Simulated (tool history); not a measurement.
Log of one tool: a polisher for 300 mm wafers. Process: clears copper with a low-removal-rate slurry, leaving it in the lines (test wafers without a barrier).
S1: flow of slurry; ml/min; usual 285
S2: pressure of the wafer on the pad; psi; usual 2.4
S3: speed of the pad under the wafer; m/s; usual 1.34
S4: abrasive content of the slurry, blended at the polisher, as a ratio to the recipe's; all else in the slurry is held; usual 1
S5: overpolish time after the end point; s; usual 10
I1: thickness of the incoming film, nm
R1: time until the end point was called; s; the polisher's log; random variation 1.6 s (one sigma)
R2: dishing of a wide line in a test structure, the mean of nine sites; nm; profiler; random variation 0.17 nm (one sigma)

Run 1, hour 0: usual settings; I1 283.6. Result: R1 118.2 s, R2 13.9 nm.
At hour 34: slurry nozzle cleaned.
Run 2, hour 43.1: usual settings; I1 288.7. Result: R1 109.5 s, R2 14.8 nm.
Run 3, hour 86.5: usual settings but S3 1.7 m/s; I1 289.5. Result: R1 97 s, R2 15.9 nm.
Run 4, hour 114.2: usual settings but S3 1.7 m/s; I1 284.6. Result: R1 95.7 s, R2 16.3 nm.
At hour 171.9: slurry blender recalibrated.
At hour 181.8: worn pad replaced by a new one.
Run 5, hour 327.4: usual settings but S3 1.7 m/s; I1 285.2. Result: R1 95.3 s, R2 15.8 nm.
At hour 358.3: slurry blender recalibrated.
At hour 372.5: worn pad replaced by a new one.
Run 6, hour 381.2: usual settings; I1 290.4. Result: R1 100.9 s, R2 15.5 nm.
Run 7, hour 452.3: usual settings; I1 282.3. Result: R1 110.3 s, R2 14.8 nm.
Run 8, hour 516.4: usual settings; I1 283.4. Result: R1 112 s, R2 14.6 nm.
At hour 545.9: worn pad replaced by a new one.
Run 9, hour 546.5: usual settings but S3 1.1 m/s; I1 289.3. Result: R1 121.5 s, R2 14 nm.
At hour 554.3: slurry blender recalibrated.
At hour 577.7: head pressure recalibrated.
Run 10, hour 578.2: usual settings; I1 286.1. Result: R1 109.2 s, R2 14.9 nm.
Run 11, hour 619: usual settings but S3 1 m/s, S5 5 s; I1 286.4. Result: R1 131.7 s, R2 7.3 nm.

Run 12 comes next. What will it give?
Run 12, hour 662.5: usual settings but S1 245 ml/min, S2 1.9 psi; I1 284.1. Result: R1 ?, R2 ?.

Run 12 gave R1 147.2 s, R2 11.6 nm.
Without the tool's hidden state the same run would have given R1 127.5 s, R2 13 nm.

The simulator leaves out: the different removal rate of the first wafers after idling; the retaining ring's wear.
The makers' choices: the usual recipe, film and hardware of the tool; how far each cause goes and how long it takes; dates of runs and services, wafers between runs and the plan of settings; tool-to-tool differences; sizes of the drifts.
